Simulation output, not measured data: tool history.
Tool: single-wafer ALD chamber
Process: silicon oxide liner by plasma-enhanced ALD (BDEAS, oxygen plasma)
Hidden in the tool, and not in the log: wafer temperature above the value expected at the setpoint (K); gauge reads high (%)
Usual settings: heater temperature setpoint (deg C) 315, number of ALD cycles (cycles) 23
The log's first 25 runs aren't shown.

run    hour  heater temperature setpoint (deg C)  number of ALD cycles (cycles)  wafers since the last listed run  hours since the last thermocouple change  hours since the gauge calibration  read-back reference wafer on the same gauge, thickness_nm  mean film thickness on the monitor wafer (Å)
 26  1248.1                                  315                             27                               683                                     449.4                              611.7                                                      1.960                                         24.20
 27  1279.7                                  306                             26                               437                                     481.0                              643.3                                                      1.959                                         23.63
 28  1303.8                                  315                             23                               333                                     505.1                              667.4                                                      1.960                                         20.60
 29  1374.9                                  330                             23                               983                                     576.2                              738.5                                                      1.959                                         20.29
 30  1417.0                                  307                             21                               582                                     618.3                              780.6                                                      1.960                                         19.10
 31  1455.6                                  301                             18                               534                                     656.9                              819.2                                                      1.958                                         16.45
 32  1484.2                                  303                             21                               395                                     685.5                              847.8                                                      1.960                                         19.13
 33  1548.4                                  310                             26                               888                                     749.7                              912.0                                                      1.961                                         23.48
 34  1572.8                                  315                             23                               337                                     774.1                              936.4                                                      1.958                                         20.61
 35  1627.3                                  304                             23                               754                                     828.6                              990.9                                                      1.960                                         20.96
 36  1694.4                                  319                             20                               928                                     895.7                             1058.0                                                      1.961                                         17.92
 37  1736.2                                  304                             19                               578                                     937.5                             1099.8                                                      1.959                                         17.26
 38  1772.8                                  305                             24                               506                                     974.1                             1136.4                                                      1.960                                         21.85
 39  1802.7                                  300                             21                               413                                    1004.0                             1166.3                                                      1.958                                         19.26
 40  1872.9                                  315                             23                               971                                    1074.2                             1236.5                                                      1.959                                         20.66
 41  1909.3                                  302                             27                               503                                    1110.6                             1272.9                                                      1.961                                         24.61

The next listed run, before its measurement:
 42  1956.7                                  301                             23                               655                                    1158.0                             1320.3                                                          ?                                             ?

{"run 42": {"read-back reference wafer on the same gauge, thickness_nm": 1.96, "mean film thickness on the monitor wafer (Å)": 21.02}}
Without the tool's hidden state the same run would have given mean film thickness on the monitor wafer (Å) 21.02.
